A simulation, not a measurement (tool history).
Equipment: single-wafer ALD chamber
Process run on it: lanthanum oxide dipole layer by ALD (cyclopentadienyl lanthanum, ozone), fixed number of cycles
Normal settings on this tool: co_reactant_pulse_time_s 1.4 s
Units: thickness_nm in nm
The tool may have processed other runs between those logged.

run	hour	co_reactant_pulse_time_s	wafers since the last listed run	hours since the last thermocouple change	hours since the last ozone generator service	hours since the showerhead was replaced	hours since the gauge calibration	read-back reference wafer on the same gauge, thickness_nm	thickness_nm
1	0	1.4	0	2087.8	241.4	6746.1	86.4	0.472	0.556
2	42.5	1.71	515	2130.3	283.9	6788.6	128.9	0.473	0.572
3	70.6	1.71	340	2158.4	312	6816.7	157	0.472	0.573
4	101	1.19	368	2188.8	342.4	6847.1	187.4	0.472	0.53
5	144.6	1.19	528	2232.4	386	6890.7	231	0.472	0.528
6	183.8	1.4	475	2271.6	425.2	6929.9	270.2	0.472	0.549
7	208.6	1.4	300	2296.4	450	6954.7	295	0.471	0.544
8	235.1	0.9	321	2322.9	476.5	6981.2	321.5	0.472	0.478
9	286.3	1.11	620	2374.1	527.7	7032.4	372.7	0.472	0.515
10	313.2	1.73	326	2401	554.6	7059.3	399.6	0.471	0.567
# hour 332.8: gauge calibrated
# hour 335: thermocouple changed; heater temperature recalibrated
11	340.2	1.4	230	5.2	581.6	7086.3	7.4	0.472	0.547
# hour 370.3: ozone generator serviced
12	405.1	0.99	689	70.1	34.8	7151.2	72.3	0.471	0.518
# hour 449.4: showerhead replaced
13	466.4	1.65	646	131.4	96.1	17	133.6	0.472	0.571
14	522.6	1.62	681	187.6	152.3	73.2	189.8	0.472	0.573
15	580.3	1.17	699	245.3	210	130.9	247.5	0.472	0.523

Here are 3 independent what-if runs from the current tool condition. What would each one return?
A	580.7	1	4	245.7	210.4	131.3	247.9	?	?
B	580.7	1.77	4	245.7	210.4	131.3	247.9	?	?
C	580.7	1.68	4	245.7	210.4	131.3	247.9	?	?

run	read-back reference wafer on the same gauge, thickness_nm	thickness_nm
A	0.472	0.503
B	0.472	0.576
C	0.472	0.571
Without the tool's hidden state the same runs would have given:
run	thickness_nm
A	0.524
B	0.585
C	0.582
